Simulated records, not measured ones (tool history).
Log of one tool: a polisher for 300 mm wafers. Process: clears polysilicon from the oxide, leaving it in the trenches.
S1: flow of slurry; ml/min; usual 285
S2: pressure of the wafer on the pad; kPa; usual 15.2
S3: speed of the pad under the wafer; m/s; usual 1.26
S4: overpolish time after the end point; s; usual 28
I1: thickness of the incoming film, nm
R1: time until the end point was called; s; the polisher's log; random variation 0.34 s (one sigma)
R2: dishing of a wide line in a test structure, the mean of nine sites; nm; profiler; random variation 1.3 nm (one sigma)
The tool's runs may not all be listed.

run	day	S1	S2	S3	S4	I1	R1	R2
1	0	285	15.2	1.26	28	448.4	36.5	104.4
2	0.892	285	15.2	1.26	28	443.7	36.2	101.7
3	1.971	285	15.2	1.26	28	447.8	36.3	102.8
4	3.146	285	15.2	1.26	28	455.8	36.4	101
# day 3.804: worn pad replaced by a new one
5	3.825	285	15.2	1.26	28	455.2	35.6	102.7
6	4.421	285	15.2	1.26	28	453.9	35.9	101.9
7	5.612	285	15.2	1.26	28	446.8	35.2	102.7
8	6.538	285	15.2	1.26	28	450.1	35.1	101.9
9	7.929	285	15.2	1.26	28	450.7	35.3	103.4
# day 8.821: worn pad replaced by a new one
# day 8.842: slurry nozzle cleaned
10	8.862	285	15.2	1.26	28	450.9	34.9	100.3
11	10.079	285	15.2	1.1	28	449.6	38.9	101.6
12	11.121	285	15.2	0.82	28	444.7	48.1	98.5
13	12.046	285	15.2	1.26	28	447.7	34.3	102.2
# day 12.912: worn pad replaced by a new one
# day 13.533: head pressure recalibrated
14	13.554	285	18.6	1.26	18	443.1	29.7	101.3
15	14.471	285	15.2	1.26	28	452.4	37.2	103.5
16	15.338	285	11.7	1.68	28	447.9	37.6	102.2
17	16.938	220	17.9	1.26	28	444.2	32	102.6
# day 17.712: worn pad replaced by a new one
18	18.271	195	11	1.56	11	452.2	44.5	75.9
19	18.808	285	15.2	1.26	28	447.2	36.6	102.3
20	20.162	230	12.4	1.26	28	443.8	46.1	101.6
21	20.779	315	15.2	1.64	28	447.8	29.3	105.4
# day 21.717: worn pad replaced by a new one
22	21.8	360	12.4	1.02	33	450.9	53	102
23	22.85	330	18.6	1.06	20	448.7	33.2	101.9

3 ways to go on from here, each from the tool as it stands after run 23. What would each give?
A	22.867	285	15.2	1.26	19	449.3	?	?
B	22.867	200	11	1.26	28	449.3	?	?
C	22.867	315	18.6	1.68	39	449.3	?	?

run	R1	R2
A	36.2	96.5
B	51.8	97
C	23	102.9
Without the tool's hidden state the same runs would have given:
run	R1	R2
A	36.9	96.1
B	52.9	96.6
C	23.4	102.9

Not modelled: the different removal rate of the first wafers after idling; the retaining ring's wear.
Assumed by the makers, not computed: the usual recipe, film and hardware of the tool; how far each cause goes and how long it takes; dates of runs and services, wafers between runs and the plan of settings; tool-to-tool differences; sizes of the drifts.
